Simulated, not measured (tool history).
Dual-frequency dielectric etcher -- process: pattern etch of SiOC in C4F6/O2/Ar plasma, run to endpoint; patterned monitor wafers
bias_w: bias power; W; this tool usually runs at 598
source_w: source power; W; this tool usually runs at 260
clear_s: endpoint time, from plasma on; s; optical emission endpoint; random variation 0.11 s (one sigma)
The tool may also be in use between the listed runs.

run     day  bias_w  source_w  wafers since the last listed run  hours since the last wet clean  hours since the last bias power generator calibration  hours since the last source power generator calibration  hours since the last upper electrode change  incoming incoming film thickness, nm  clear_s
  1   0.000     598       260                                 0                           381.8                                                 2176.7                                                   1407.0                                       4212.9                                 47.45     17.0
  2   2.708     598       260                               876                           446.8                                                 2241.7                                                   1472.0                                       4277.9                                 46.86     16.5
  3   5.621     598       260                               942                           516.7                                                 2311.6                                                   1541.9                                       4347.8                                 47.17     16.6
      7.704  -- wet clean of the chamber
      7.796  -- bias power generator calibrated
  4   7.883     598       260                               378                             4.3                                                    2.1                                                   1596.2                                       4402.1                                 47.43     16.6
  5   8.967     598       260                               350                            30.3                                                   28.1                                                   1622.2                                       4428.1                                 47.38     17.0
     11.679  -- upper electrode replaced
  6  11.700     598       260                               560                            95.9                                                   93.7                                                   1687.8                                          0.5                                 47.41     16.7
  7  12.271     598       260                               184                           109.6                                                  107.4                                                   1701.5                                         14.2                                 47.28     16.8
  8  13.492     598       260                               395                           138.9                                                  136.7                                                   1730.8                                         43.5                                 47.56     16.9
  9  14.638     651       210                               370                           166.4                                                  164.2                                                   1758.3                                         71.0                                 47.52     17.3
 10  16.858     598       260                               718                           219.7                                                  217.5                                                   1811.6                                        124.3                                 47.57     16.9
 11  18.058     650       200                               388                           248.5                                                  246.3                                                   1840.4                                        153.1                                 47.87     18.0
     19.217  -- source power generator calibrated
 12  20.454     598       260                               721                           306.0                                                  303.8                                                     29.7                                        210.6                                 47.14     16.9
 13  21.879     475       210                               461                           340.2                                                  338.0                                                     63.9                                        244.8                                 47.37     20.5
 14  23.396     520       260                               490                           376.6                                                  374.4                                                    100.3                                        281.2                                 47.18     17.9
 15  25.462     664       200                               668                           426.2                                                  424.0                                                    149.9                                        330.8                                 47.15     17.5

Give the tool's hidden conditions for every run:
etch rate over this chamber's usual, %: 0 in every run
bias power that arrives over what is set, %: 0 in every run
source power that arrives over what is set, %: 0 in every run
